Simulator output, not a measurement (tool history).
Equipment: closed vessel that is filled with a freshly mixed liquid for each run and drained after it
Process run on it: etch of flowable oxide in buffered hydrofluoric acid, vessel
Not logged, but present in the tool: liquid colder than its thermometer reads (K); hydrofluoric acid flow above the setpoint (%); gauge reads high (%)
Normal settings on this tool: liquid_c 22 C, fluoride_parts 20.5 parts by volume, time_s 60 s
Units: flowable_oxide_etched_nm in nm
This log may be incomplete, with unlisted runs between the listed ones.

run,day,liquid_c,fluoride_parts,time_s,wafers since the last listed run,hours since the thermometer was replaced,hours since the hydrofluoric acid flow meter was replaced,hours since the gauge calibration,"read-back film thickness of the flowable oxide reference wafer, read on the same gauge (nm)",flowable_oxide_etched_nm
1,0.000,22,20.5,60,0,2290.1,103.5,68.1,40.12,73.41
2,1.358,22,20.5,60,3558,2322.7,136.1,100.7,40.12,73.01
3,2.221,22,20.5,60,2259,2343.4,156.8,121.4,40.14,73.43
4,2.750,25,17.5,60,1386,2356.1,169.5,134.1,40.15,100.62
5,3.729,25,17.5,60,2565,2379.6,193.0,157.6,40.16,100.34
6,4.983,22,20.5,60,3285,2409.7,223.1,187.7,40.19,72.95
7,5.796,22,20.5,60,2128,2429.2,242.6,207.2,40.29,73.52
8,7.117,22,20.5,60,3460,2460.9,274.3,238.9,40.35,73.42
9,8.567,22,20.5,60,3798,2495.7,309.1,273.7,40.40,73.92
10,9.879,22,20.5,60,3438,2527.2,340.6,305.2,40.46,73.89
11,10.708,22,20.5,60,2172,2547.1,360.5,325.1,40.52,74.11
12,12.021,22,20.5,60,3438,2578.6,392.0,356.6,40.67,74.19
# day 12.404: gauge calibrated
13,12.558,26,17.5,75,1408,2591.5,404.9,3.7,39.93,131.09
14,13.467,22,20.5,60,2379,2613.3,426.7,25.5,39.98,72.71
15,14.083,22,20.5,60,1615,2628.1,441.5,40.3,39.98,72.95
# day 14.483: thermometer replaced
16,15.004,17,24.5,60,2303,12.5,463.6,62.4,39.96,48.44

Run 17 is up next; what results do you expect?
17,16.504,25,27.0,75,3929,48.5,499.6,98.4,?,?

{"run 17": {"read-back film thickness of the flowable oxide reference wafer, read on the same gauge (nm)": 39.92, "flowable_oxide_etched_nm": 88.95}}
Had the tool carried no hidden state, the very same run would have given flowable_oxide_etched_nm 89.06 nm.
